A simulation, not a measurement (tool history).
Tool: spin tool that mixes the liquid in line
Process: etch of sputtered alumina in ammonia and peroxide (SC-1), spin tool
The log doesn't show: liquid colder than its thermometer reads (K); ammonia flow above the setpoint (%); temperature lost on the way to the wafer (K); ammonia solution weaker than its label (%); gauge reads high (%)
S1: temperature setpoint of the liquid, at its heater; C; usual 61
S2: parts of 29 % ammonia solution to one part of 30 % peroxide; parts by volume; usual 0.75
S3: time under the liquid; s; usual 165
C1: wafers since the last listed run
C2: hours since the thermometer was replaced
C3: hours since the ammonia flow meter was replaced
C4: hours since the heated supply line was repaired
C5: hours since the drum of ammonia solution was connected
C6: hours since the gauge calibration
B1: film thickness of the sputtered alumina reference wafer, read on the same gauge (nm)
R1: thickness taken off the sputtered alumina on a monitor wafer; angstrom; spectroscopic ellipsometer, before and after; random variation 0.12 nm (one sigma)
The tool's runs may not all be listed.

run	hour	S1	S2	S3	C1	C2	C3	C4	C5	C6	B1	R1
1	0	61	0.75	165	0	2350.1	639.9	94.3	579.7	2392.4	129.98	140.1
2	85.6	66	0.9	165	863	2435.7	725.5	179.9	665.3	2478	130.04	182.5
3	148.3	66	0.9	165	632	2498.4	788.2	242.6	728	2540.7	129.97	180.6
4	202.3	66	0.9	165	545	2552.4	842.2	296.6	782	2594.7	130.01	176.8
5	239.1	61	0.55	165	371	2589.2	879	333.4	818.8	2631.5	129.98	133.6
6	313.6	61	0.55	165	751	2663.7	953.5	407.9	893.3	2706	129.98	132.9
# hour 363.9: thermometer replaced
# hour 388: gauge calibrated
7	402.6	61	0.75	165	888	38.7	1042.5	496.9	982.3	14.6	129.99	156.9
8	451.9	61	0.75	165	497	88	1091.8	546.2	1031.6	63.9	130	154.8
9	533.2	61	0.75	165	820	169.3	1173.1	627.5	1112.9	145.2	129.97	155.2
10	573.1	63.5	0.75	200	402	209.2	1213	667.4	1152.8	185.1	130	213.7
11	621.3	58	0.85	130	486	257.4	1261.2	715.6	1201	233.3	130.01	106.4
12	660.3	64	0.45	165	393	296.4	1300.2	754.6	1240	272.3	130.01	171.7
# hour 669.9: new drum of ammonia solution connected
13	759.1	61	0.75	165	987	395.2	1399	853.4	89.2	371.1	129.99	152.9
14	843.2	61	0.75	165	848	479.3	1483.1	937.5	173.3	455.2	129.98	150.9
# hour 930.8: heated supply line repaired
# hour 945.6: ammonia flow meter replaced
15	1153.7	52	1.1	130	3113	789.8	208.1	222.9	483.8	765.7	130.02	76.7
16	1228.1	55	0.4	100	750	864.2	282.5	297.3	558.2	840.1	130	62.5
17	1325.7	61	0.75	130	985	961.8	380.1	394.9	655.8	937.7	130	118.3
18	1421.1	69.5	0.75	245	962	1057.2	475.5	490.3	751.2	1033.1	130.05	335.3
19	1469.4	57	0.65	165	487	1105.5	523.8	538.6	799.5	1081.4	130	119
20	1513.3	52.5	0.85	120	443	1149.4	567.7	582.5	843.4	1125.3	129.99	68.9
21	1598.3	61	0.75	165	857	1234.4	652.7	667.5	928.4	1210.3	130.03	147.5
22	1642.2	64.5	1	120	443	1278.3	696.6	711.4	972.3	1254.2	129.94	130.7
23	1728.1	61	1.05	95	867	1364.2	782.5	797.3	1058.2	1340.1	129.99	87.5
24	1792.4	57	0.45	215	648	1428.5	846.8	861.6	1122.5	1404.4	130.03	148.6
# hour 1824.5: new drum of ammonia solution connected
25	1848.5	64	0.75	165	556	1484.6	902.9	917.7	24	1460.5	129.98	167.5

Forecast each of these 3 alternatives for the next run:
A	1849	70	0.75	165	5	1485.1	903.4	918.2	24.5	1461	?	?
B	1849	70	0.95	210	5	1485.1	903.4	918.2	24.5	1461	?	?
C	1849	52.5	0.9	165	5	1485.1	903.4	918.2	24.5	1461	?	?

run	B1	R1
A	130.03	226.6
B	130.03	294.9
C	130.03	93.7
Without the tool's hidden state the same runs would have given:
run	R1
A	243.9
B	317.4
C	101.8

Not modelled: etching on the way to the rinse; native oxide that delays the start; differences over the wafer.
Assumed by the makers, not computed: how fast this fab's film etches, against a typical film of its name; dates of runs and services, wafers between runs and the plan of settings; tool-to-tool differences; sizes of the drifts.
